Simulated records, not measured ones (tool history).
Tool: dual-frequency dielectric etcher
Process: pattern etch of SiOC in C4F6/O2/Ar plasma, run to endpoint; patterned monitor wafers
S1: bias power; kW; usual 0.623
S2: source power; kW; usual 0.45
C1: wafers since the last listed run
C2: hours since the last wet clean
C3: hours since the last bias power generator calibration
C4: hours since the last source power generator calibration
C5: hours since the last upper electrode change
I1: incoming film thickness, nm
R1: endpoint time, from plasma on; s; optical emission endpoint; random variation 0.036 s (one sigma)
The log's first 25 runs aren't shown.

run,hour,S1,S2,C1,C2,C3,C4,C5,I1,R1
# hour 558: source power generator calibrated
26,585.1,0.735,0.48,420,333.1,338.7,27.1,265.8,37.26,10.8
27,612.6,0.623,0.51,376,360.6,366.2,54.6,293.3,36.66,11
28,648.9,0.623,0.45,496,396.9,402.5,90.9,329.6,37.03,11.6
29,673.1,0.542,0.41,331,421.1,426.7,115.1,353.8,36.95,12.5
30,699.5,0.55,0.45,361,447.5,453.1,141.5,380.2,36.96,12
# hour 742.1: wet clean of the chamber
31,742.6,0.716,0.51,261,0.5,496.2,184.6,423.3,36.89,10.9
32,753,0.727,0.39,142,10.9,506.6,195,433.7,36.84,11.9
33,770,0.754,0.36,232,27.9,523.6,212,450.7,36.69,12

5 ways to go on from here, each from the tool as it stands after run 33. What would each give?
A,770.4,0.475,0.45,5,28.3,524,212.4,451.1,37.17,?
B,770.4,0.477,0.45,5,28.3,524,212.4,451.1,37.17,?
C,770.4,0.713,0.4,5,28.3,524,212.4,451.1,37.17,?
D,770.4,0.506,0.4,5,28.3,524,212.4,451.1,37.17,?
E,770.4,0.623,0.42,5,28.3,524,212.4,451.1,37.17,?

run,R1
A,13
B,13
C,12
D,13.3
E,12.3
Without the tool's hidden state the same runs would have given:
run,R1
A,13
B,13
C,12
D,13.4
E,12.3

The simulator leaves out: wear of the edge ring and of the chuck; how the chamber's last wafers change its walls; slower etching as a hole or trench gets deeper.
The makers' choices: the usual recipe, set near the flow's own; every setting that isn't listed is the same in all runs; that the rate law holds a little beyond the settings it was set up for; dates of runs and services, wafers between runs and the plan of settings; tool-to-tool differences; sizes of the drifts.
